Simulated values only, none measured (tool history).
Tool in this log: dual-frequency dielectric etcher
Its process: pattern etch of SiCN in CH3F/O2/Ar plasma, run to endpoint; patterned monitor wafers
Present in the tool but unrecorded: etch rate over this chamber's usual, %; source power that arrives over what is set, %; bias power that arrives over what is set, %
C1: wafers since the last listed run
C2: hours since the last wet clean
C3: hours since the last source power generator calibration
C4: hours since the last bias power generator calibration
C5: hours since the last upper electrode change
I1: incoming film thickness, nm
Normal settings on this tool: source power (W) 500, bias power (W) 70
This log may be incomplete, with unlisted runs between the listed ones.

run 1 hour=0.0 | source_power_(W)=500 bias_power_(W)=70 | C1=0 C2=195.6 C3=291.1 C4=2153.7 C5=3149.0 | I1=9.75 | endpoint_time_(s)=23.6
run 2 hour=77.1 | source_power_(W)=500 bias_power_(W)=70 | C1=924 C2=272.7 C3=368.2 C4=2230.8 C5=3226.1 | I1=9.87 | endpoint_time_(s)=24.0
run 3 hour=165.6 | source_power_(W)=500 bias_power_(W)=70 | C1=1061 C2=361.2 C3=456.7 C4=2319.3 C5=3314.6 | I1=9.82 | endpoint_time_(s)=24.0
run 4 hour=253.3 | source_power_(W)=500 bias_power_(W)=70 | C1=1051 C2=448.9 C3=544.4 C4=2407.0 C5=3402.3 | I1=9.87 | endpoint_time_(s)=24.2
run 5 hour=298.8 | source_power_(W)=500 bias_power_(W)=70 | C1=545 C2=494.4 C3=589.9 C4=2452.5 C5=3447.8 | I1=9.88 | endpoint_time_(s)=24.4
run 6 hour=374.5 | source_power_(W)=500 bias_power_(W)=70 | C1=907 C2=570.1 C3=665.6 C4=2528.2 C5=3523.5 | I1=9.78 | endpoint_time_(s)=24.3
-- hour=402.7 wet clean of the chamber
run 7 hour=449.1 | source_power_(W)=540 bias_power_(W)=74 | C1=606 C2=46.4 C3=740.2 C4=2602.8 C5=3598.1 | I1=9.78 | endpoint_time_(s)=22.6
run 8 hour=714.6 | source_power_(W)=540 bias_power_(W)=74 | C1=3183 C2=311.9 C3=1005.7 C4=2868.3 C5=3863.6 | I1=9.71 | endpoint_time_(s)=22.8
run 9 hour=808.7 | source_power_(W)=540 bias_power_(W)=74 | C1=1128 C2=406.0 C3=1099.8 C4=2962.4 C5=3957.7 | I1=9.86 | endpoint_time_(s)=23.3
run 10 hour=915.0 | source_power_(W)=500 bias_power_(W)=70 | C1=1274 C2=512.3 C3=1206.1 C4=3068.7 C5=4064.0 | I1=9.85 | endpoint_time_(s)=24.8
-- hour=1035.9 wet clean of the chamber
run 11 hour=1122.4 | source_power_(W)=500 bias_power_(W)=70 | C1=2199 C2=86.5 C3=1413.5 C4=3276.1 C5=4271.4 | I1=9.81 | endpoint_time_(s)=23.9
run 12 hour=1214.8 | source_power_(W)=500 bias_power_(W)=70 | C1=1107 C2=178.9 C3=1505.9 C4=3368.5 C5=4363.8 | I1=9.74 | endpoint_time_(s)=23.8
run 13 hour=1510.8 | source_power_(W)=500 bias_power_(W)=70 | C1=3549 C2=474.9 C3=1801.9 C4=3664.5 C5=4659.8 | I1=9.79 | endpoint_time_(s)=24.4
run 14 hour=1616.0 | source_power_(W)=500 bias_power_(W)=70 | C1=1261 C2=580.1 C3=1907.1 C4=3769.7 C5=4765.0 | I1=9.80 | endpoint_time_(s)=24.7
-- hour=1672.3 upper electrode replaced, of another model than before
run 15 hour=1719.4 | source_power_(W)=540 bias_power_(W)=64 | C1=952 C2=683.5 C3=2010.5 C4=3873.1 C5=47.1 | I1=9.80 | endpoint_time_(s)=25.1
-- hour=1740.9 source power generator calibrated
-- hour=1746.4 wet clean of the chamber
run 16 hour=1824.7 | source_power_(W)=570 bias_power_(W)=65 | C1=1148 C2=78.3 C3=83.8 C4=3978.4 C5=152.4 | I1=9.83 | endpoint_time_(s)=23.6
run 17 hour=1873.3 | source_power_(W)=600 bias_power_(W)=53 | C1=582 C2=126.9 C3=132.4 C4=4027.0 C5=201.0 | I1=9.88 | endpoint_time_(s)=25.7
run 18 hour=1941.6 | source_power_(W)=500 bias_power_(W)=83 | C1=818 C2=195.2 C3=200.7 C4=4095.3 C5=269.3 | I1=9.94 | endpoint_time_(s)=22.8
run 19 hour=1997.1 | source_power_(W)=440 bias_power_(W)=70 | C1=665 C2=250.7 C3=256.2 C4=4150.8 C5=324.8 | I1=9.74 | endpoint_time_(s)=24.8
run 20 hour=2089.8 | source_power_(W)=580 bias_power_(W)=70 | C1=1111 C2=343.4 C3=348.9 C4=4243.5 C5=417.5 | I1=9.89 | endpoint_time_(s)=23.5
-- hour=2298.6 wet clean of the chamber
-- hour=2350.5 bias power generator calibrated
run 21 hour=2371.4 | source_power_(W)=410 bias_power_(W)=81 | C1=3040 C2=72.8 C3=630.5 C4=20.9 C5=699.1 | I1=9.89 | endpoint_time_(s)=24.0
run 22 hour=2414.7 | source_power_(W)=500 bias_power_(W)=70 | C1=519 C2=116.1 C3=673.8 C4=64.2 C5=742.4 | I1=9.85 | endpoint_time_(s)=23.9
run 23 hour=2513.2 | source_power_(W)=540 bias_power_(W)=64 | C1=1181 C2=214.6 C3=772.3 C4=162.7 C5=840.9 | I1=9.81 | endpoint_time_(s)=24.4
run 24 hour=2782.5 | source_power_(W)=430 bias_power_(W)=84 | C1=3229 C2=483.9 C3=1041.6 C4=432.0 C5=1110.2 | I1=9.86 | endpoint_time_(s)=23.9
run 25 hour=2887.9 | source_power_(W)=610 bias_power_(W)=63 | C1=1263 C2=589.3 C3=1147.0 C4=537.4 C5=1215.6 | I1=9.83 | endpoint_time_(s)=24.3
-- hour=2912.1 wet clean of the chamber
run 26 hour=2982.9 | source_power_(W)=500 bias_power_(W)=54 | C1=851 C2=70.8 C3=1242.0 C4=632.4 C5=1310.6 | I1=9.86 | endpoint_time_(s)=26.7
run 27 hour=3069.8 | source_power_(W)=500 bias_power_(W)=70 | C1=1041 C2=157.7 C3=1328.9 C4=719.3 C5=1397.5 | I1=9.80 | endpoint_time_(s)=24.0
run 28 hour=3145.4 | source_power_(W)=500 bias_power_(W)=70 | C1=906 C2=233.3 C3=1404.5 C4=794.9 C5=1473.1 | I1=9.79 | endpoint_time_(s)=24.0
run 29 hour=3247.4 | source_power_(W)=620 bias_power_(W)=83 | C1=1223 C2=335.3 C3=1506.5 C4=896.9 C5=1575.1 | I1=9.83 | endpoint_time_(s)=21.2

5 ways to go on from here, each from the tool as it stands after run 29. What would each give?
run A hour=3247.8 | source_power_(W)=500 bias_power_(W)=70 | C1=4 C2=335.7 C3=1506.9 C4=897.3 C5=1575.5 | I1=9.82 | endpoint_time_(s)=?
run B hour=3247.8 | source_power_(W)=540 bias_power_(W)=80 | C1=4 C2=335.7 C3=1506.9 C4=897.3 C5=1575.5 | I1=9.82 | endpoint_time_(s)=?
run C hour=3247.8 | source_power_(W)=610 bias_power_(W)=59 | C1=4 C2=335.7 C3=1506.9 C4=897.3 C5=1575.5 | I1=9.82 | endpoint_time_(s)=?
run D hour=3247.8 | source_power_(W)=590 bias_power_(W)=57 | C1=4 C2=335.7 C3=1506.9 C4=897.3 C5=1575.5 | I1=9.82 | endpoint_time_(s)=?
run E hour=3247.8 | source_power_(W)=540 bias_power_(W)=59 | C1=4 C2=335.7 C3=1506.9 C4=897.3 C5=1575.5 | I1=9.82 | endpoint_time_(s)=?

run=A endpoint_time_(s)=24.1
run=B endpoint_time_(s)=22.2
run=C endpoint_time_(s)=24.3
run=D endpoint_time_(s)=24.9
run=E endpoint_time_(s)=25.3
Had the tool no hidden state, the same runs would have come out as:
run=A endpoint_time_(s)=23.5
run=B endpoint_time_(s)=21.7
run=C endpoint_time_(s)=23.7
run=D endpoint_time_(s)=24.3
run=E endpoint_time_(s)=24.7
